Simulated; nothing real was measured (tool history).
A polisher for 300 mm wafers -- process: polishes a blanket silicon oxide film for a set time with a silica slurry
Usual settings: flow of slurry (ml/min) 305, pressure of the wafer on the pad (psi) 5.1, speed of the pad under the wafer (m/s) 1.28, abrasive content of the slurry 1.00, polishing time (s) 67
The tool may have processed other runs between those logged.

run	hour	flow of slurry (ml/min)	pressure of the wafer on the pad (psi)	speed of the pad under the wafer (m/s)	abrasive content of the slurry	polishing time (s)	wafers since the last listed run	wafers polished on this pad	hours since the slurry nozzle was cleaned	hours since the head pressure was calibrated	hours since the slurry blender was calibrated	hours since the conditioning disc was replaced	incoming thickness of the incoming film, nm	film removed (nm)
1	0.0	305	5.1	1.28	1.00	67	0	157	815.2	116.7	204.7	49.1	987.3	286.8
# hour 3.0: slurry blender recalibrated
2	13.4	305	5.1	1.28	1.00	67	152	309	828.6	130.1	10.4	62.5	984.1	292.5
# hour 17.3: slurry nozzle cleaned
3	23.9	305	4.6	0.92	1.00	67	126	436	6.6	140.6	20.9	73.0	994.2	200.2
4	40.2	360	4.5	1.28	1.00	67	217	653	22.9	156.9	37.2	89.3	985.7	255.6
5	56.7	305	4.5	1.28	1.30	44	220	873	39.4	173.4	53.7	105.8	995.0	186.1
6	65.5	305	4.5	1.28	1.30	44	117	991	48.2	182.2	62.5	114.6	994.2	182.9
7	83.0	305	5.1	1.28	1.00	49	233	1224	65.7	199.7	80.0	132.1	984.2	205.2
# hour 86.3: conditioning disc replaced and pad reconditioned
8	100.4	305	5.1	1.16	1.25	67	205	1430	83.1	217.1	97.4	14.1	990.1	282.0
# hour 105.3: worn pad replaced by a new one
9	111.6	225	5.1	1.28	1.00	67	96	84	94.3	228.3	108.6	25.3	995.1	278.6
10	126.3	305	5.1	1.28	0.85	56	196	280	109.0	243.0	123.3	40.0	983.6	222.4
11	132.8	305	5.1	1.28	1.00	67	86	367	115.5	249.5	129.8	46.5	984.4	285.7
12	141.4	305	5.1	1.28	1.00	67	114	482	124.1	258.1	138.4	55.1	992.9	284.8
13	153.2	355	5.1	1.28	1.15	78	157	639	135.9	269.9	150.2	66.9	988.0	358.2
14	166.8	305	3.5	1.28	1.10	67	181	821	149.5	283.5	163.8	80.5	990.1	202.1
15	182.8	305	5.1	1.28	1.00	67	213	1034	165.5	299.5	179.8	96.5	980.4	282.7
16	194.9	305	6.7	1.48	1.00	67	161	1196	177.6	311.6	191.9	108.6	987.1	412.4
# hour 207.6: conditioning disc replaced and pad reconditioned
17	210.2	305	6.1	1.28	1.00	67	177	1373	192.9	326.9	207.2	2.6	997.5	335.0
# hour 220.1: worn pad replaced by a new one
# hour 221.0: slurry blender recalibrated
18	246.6	305	5.1	1.28	1.00	67	421	341	229.3	363.3	25.6	39.0	988.4	288.8
19	257.2	305	3.8	1.28	1.00	67	141	483	239.9	373.9	36.2	49.6	980.9	215.4
20	270.2	305	5.1	1.28	1.00	67	173	656	252.9	386.9	49.2	62.6	983.8	285.3
21	279.7	305	5.1	1.28	1.00	67	126	783	262.4	396.4	58.7	72.1	990.5	289.3
22	289.5	350	5.1	1.42	1.15	67	130	914	272.2	406.2	68.5	81.9	981.0	330.9
23	296.6	305	5.1	1.28	1.10	67	94	1009	279.3	413.3	75.6	89.0	992.4	293.1
24	309.9	305	5.1	0.94	1.00	67	177	1186	292.6	426.6	88.9	102.3	991.9	215.6
# hour 321.2: conditioning disc replaced and pad reconditioned
25	321.7	305	5.1	1.28	1.00	80	130	1317	304.4	438.4	100.7	0.5	982.3	341.0

Exercise: give the hidden state of the tool at every run:
slurry flow missing at the pad, %: 0 on each run
deviation of the head's pressure from its setpoint, %: 0 on each run
abrasive missing from the slurry, %: 0 on each run
time polished since the conditioner stopped cutting, s: 0 on each run
H1: removal rate lost through wear of the pad, %
run	H1
1	0.527
2	1.11
3	1.56
4	2.26
5	2.98
6	3.36
7	4.11
8	4.86
9	0.918
10	1.55
11	1.83
12	2.21
13	2.72
14	3.3
15	3.99
16	4.52
17	5.18
18	1.19
19	1.65
20	2.21
21	2.62
22	3.04
23	3.35
24	3.92
25	4.43

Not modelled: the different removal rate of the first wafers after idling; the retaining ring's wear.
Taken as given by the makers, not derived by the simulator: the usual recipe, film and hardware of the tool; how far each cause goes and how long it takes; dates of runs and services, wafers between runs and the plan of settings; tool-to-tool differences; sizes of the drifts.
